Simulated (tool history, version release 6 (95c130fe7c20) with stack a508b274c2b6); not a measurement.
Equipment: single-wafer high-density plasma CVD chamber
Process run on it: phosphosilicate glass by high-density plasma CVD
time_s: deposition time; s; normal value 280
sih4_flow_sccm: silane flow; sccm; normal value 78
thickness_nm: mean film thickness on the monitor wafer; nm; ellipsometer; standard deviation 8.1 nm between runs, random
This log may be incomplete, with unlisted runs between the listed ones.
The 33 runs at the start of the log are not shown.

| run | hour | time_s | sih4_flow_sccm | read-back reference wafer on the same gauge, thickness_nm | thickness_nm |
|---|---|---|---|---|---|
| 34 | 788.4 | 280 | 85 | 2431.602 | 2272.628 |
| 35 | 802.1 | 280 | 78 | 2432.704 | 2078.586 |
| 36 | 819.3 | 280 | 78 | 2430.616 | 2093.076 |
| 37 | 832.0 | 224 | 84 | 2428.780 | 1793.710 |
| 38 | 859.3 | 280 | 88 | 2431.778 | 2329.723 |
| 39 | 935.3 | 256 | 78 | 2429.529 | 1901.989 |
| 40 | 970.8 | 304 | 82 | 2429.426 | 2373.016 |
| 41 | 995.0 | 331 | 86 | 2425.812 | 2686.675 |
| 42 | 1016.0 | 309 | 67 | 2427.553 | 1958.469 |
| 43 | 1037.4 | 251 | 78 | 2432.723 | 1856.843 |

Each row is a separate what-if for the run after 43, all from the same tool condition, not one after another. Results?
| A | 1037.9 | 280 | 78 | ? | ? |
| B | 1037.9 | 235 | 92 | ? | ? |
| C | 1037.9 | 280 | 90 | ? | ? |

| run | read-back reference wafer on the same gauge, thickness_nm | thickness_nm |
|---|---|---|
| A | 2430.590 | 2073.768 |
| B | 2430.590 | 2052.878 |
| C | 2430.590 | 2392.809 |
Without the tool's unlogged condition, the same runs would have read:
| run | thickness_nm |
|---|---|
| A | 2095.419 |
| B | 2074.311 |
| C | 2417.791 |
